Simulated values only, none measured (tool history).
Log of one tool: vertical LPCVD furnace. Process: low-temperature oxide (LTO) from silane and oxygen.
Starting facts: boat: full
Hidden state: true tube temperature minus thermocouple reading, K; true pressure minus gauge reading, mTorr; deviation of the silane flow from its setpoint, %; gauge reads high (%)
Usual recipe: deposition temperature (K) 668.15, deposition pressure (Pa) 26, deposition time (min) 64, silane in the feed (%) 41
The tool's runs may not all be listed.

| run | hour | deposition temperature (K) | deposition pressure (Pa) | deposition time (min) | silane in the feed (%) | wafers since the last listed run | hours since the last temperature calibration | hours since the pressure gauge was zeroed | hours since the silane flow controller was replaced | hours since the gauge calibration | read-back reference wafer on the same gauge, thickness | film thickness on the monitor wafer in the middle of the boat (Å) |
|---|---|---|---|---|---|---|---|---|---|---|---|---|
| 1 | 0 | 668.15 | 26 | 64 | 41 | 0 | 2281.5 | 5089.6 | 2029.5 | 139.4 | 464 | 5549.6 |
| 2 | 8.4 | 668.15 | 26 | 64 | 41 | 135 | 2289.9 | 5098 | 2037.9 | 147.8 | 464.05 | 5542.5 |
| 3 | 22.2 | 668.15 | 26 | 64 | 41 | 222 | 2303.7 | 5111.8 | 2051.7 | 161.6 | 463.99 | 5543 |
| 4 | 36.8 | 668.15 | 26 | 64 | 41 | 235 | 2318.3 | 5126.4 | 2066.3 | 176.2 | 464.01 | 5562.1 |
| 5 | 50.3 | 668.15 | 30.7 | 64 | 41 | 217 | 2331.8 | 5139.9 | 2079.8 | 189.7 | 464.06 | 6545.8 |
| 6 | 67.2 | 668.15 | 30.7 | 64 | 41 | 272 | 2348.7 | 5156.8 | 2096.7 | 206.6 | 464 | 6563.7 |
| 7 | 82.5 | 668.15 | 26 | 83.5 | 41 | 246 | 2364 | 5172.1 | 2112 | 221.9 | 464.01 | 7261.5 |
| 8 | 98.1 | 668.15 | 26 | 83.5 | 41 | 251 | 2379.6 | 5187.7 | 2127.6 | 237.5 | 464.06 | 7271.3 |
| 9 | 108.5 | 668.15 | 26 | 83.5 | 41 | 167 | 2390 | 5198.1 | 2138 | 247.9 | 464.06 | 7254.2 |
| 10 | 126.2 | 668.15 | 28.7 | 64 | 43 | 285 | 2407.7 | 5215.8 | 2155.7 | 265.6 | 464.07 | 6426.2 |
| 11 | 138.6 | 668.15 | 26 | 64 | 41 | 199 | 2420.1 | 5228.2 | 2168.1 | 278 | 464.02 | 5561.5 |
|  | 167.9 | pressure gauge zeroed |
| 12 | 168.4 | 668.15 | 26 | 64 | 41 | 93 | 2449.9 | 0.5 | 2197.9 | 307.8 | 464.03 | 5552.8 |
| 13 | 173.3 | 668.15 | 26 | 64 | 41 | 73 | 2454.8 | 5.4 | 2202.8 | 312.7 | 464 | 5551.5 |
|  | 197 | silane flow controller replaced |
| 14 | 197.5 | 668.15 | 26 | 64 | 41 | 8 | 2479 | 29.6 | 0.5 | 336.9 | 463.87 | 5345 |
| 15 | 202.3 | 668.15 | 26 | 64 | 41 | 77 | 2483.8 | 34.4 | 5.3 | 341.7 | 463.98 | 5369.2 |
| 16 | 210.1 | 668.15 | 29.3 | 85.5 | 34 | 125 | 2491.6 | 42.2 | 13.1 | 349.5 | 464.07 | 6369.9 |
| 17 | 228.1 | 675.15 | 26 | 52.5 | 41 | 290 | 2509.6 | 60.2 | 31.1 | 367.5 | 463.96 | 4749.9 |
| 18 | 237.7 | 668.15 | 30 | 45.5 | 41 | 154 | 2519.2 | 69.8 | 40.7 | 377.1 | 463.92 | 4388.5 |
|  | 247.1 | gauge calibrated |
|  | 266.8 | thermocouples replaced and temperature profile calibrated |
| 19 | 270.4 | 668.15 | 31.3 | 45 | 47 | 140 | 3.6 | 102.5 | 73.4 | 23.3 | 463.9 | 5022.5 |
| 20 | 289.3 | 668.15 | 26 | 64 | 41 | 304 | 22.5 | 121.4 | 92.3 | 42.2 | 464 | 5141.1 |
| 21 | 298.2 | 679.15 | 26 | 64 | 33 | 143 | 31.4 | 130.3 | 101.2 | 51.1 | 463.95 | 4426.4 |
| 22 | 316.2 | 668.15 | 26 | 64 | 41 | 290 | 49.4 | 148.3 | 119.2 | 69.1 | 463.98 | 5161.5 |
| 23 | 333.9 | 668.15 | 26 | 49.5 | 41 | 285 | 67.1 | 166 | 136.9 | 86.8 | 464.2 | 4003.3 |
| 24 | 340.8 | 668.15 | 26 | 55 | 41 | 111 | 74 | 172.9 | 143.8 | 93.7 | 464.23 | 4440.9 |
| 25 | 348 | 676.15 | 26 | 64 | 46 | 116 | 81.2 | 180.1 | 151 | 100.9 | 463.98 | 6357.8 |
| 26 | 365.5 | 668.15 | 21.3 | 82 | 37 | 282 | 98.7 | 197.6 | 168.5 | 118.4 | 464.12 | 4809.1 |
| 27 | 374.4 | 668.15 | 26 | 81 | 41 | 143 | 107.6 | 206.5 | 177.4 | 127.3 | 463.87 | 6562.3 |
| 28 | 384.6 | 668.15 | 26 | 64 | 41 | 164 | 117.8 | 216.7 | 187.6 | 137.5 | 463.87 | 5190.4 |
| 29 | 399.5 | 668.15 | 22 | 64 | 41 | 240 | 132.7 | 231.6 | 202.5 | 152.4 | 463.84 | 4419.6 |
| 30 | 414 | 668.15 | 31.3 | 64 | 34 | 233 | 147.2 | 246.1 | 217 | 166.9 | 463.97 | 4958.3 |
| 31 | 424.6 | 668.15 | 20.7 | 64 | 41 | 170 | 157.8 | 256.7 | 227.6 | 177.5 | 463.95 | 4151 |
| 32 | 432.9 | 668.15 | 26 | 64 | 45 | 133 | 166.1 | 265 | 235.9 | 185.8 | 464.02 | 5764.3 |

Hidden state, per run?
true pressure minus gauge reading, mTorr: 0, the same for each run
gauge reads high (%): 0, the same for each run
H1: true tube temperature minus thermocouple reading, K
H2: deviation of the silane flow from its setpoint, %
| run | H1 | H2 |
|---|---|---|
| 1 | 4.19 | 6.32 |
| 2 | 4.19 | 6.32 |
| 3 | 4.2 | 6.33 |
| 4 | 4.2 | 6.34 |
| 5 | 4.2 | 6.35 |
| 6 | 4.21 | 6.36 |
| 7 | 4.21 | 6.37 |
| 8 | 4.21 | 6.38 |
| 9 | 4.22 | 6.38 |
| 10 | 4.22 | 6.39 |
| 11 | 4.22 | 6.4 |
| 12 | 4.23 | 6.41 |
| 13 | 4.23 | 6.41 |
| 14 | 4.24 | 0.445 |
| 15 | 4.24 | 0.484 |
| 16 | 4.24 | 0.546 |
| 17 | 4.24 | 0.686 |
| 18 | 4.25 | 0.76 |
| 19 | 0.173 | 1 |
| 20 | 0.277 | 1.14 |
| 21 | 0.324 | 1.2 |
| 22 | 0.419 | 1.33 |
| 23 | 0.511 | 1.45 |
| 24 | 0.546 | 1.5 |
| 25 | 0.582 | 1.54 |
| 26 | 0.668 | 1.66 |
| 27 | 0.712 | 1.72 |
| 28 | 0.76 | 1.78 |
| 29 | 0.831 | 1.88 |
| 30 | 0.898 | 1.96 |
| 31 | 0.946 | 2.03 |
| 32 | 0.983 | 2.08 |

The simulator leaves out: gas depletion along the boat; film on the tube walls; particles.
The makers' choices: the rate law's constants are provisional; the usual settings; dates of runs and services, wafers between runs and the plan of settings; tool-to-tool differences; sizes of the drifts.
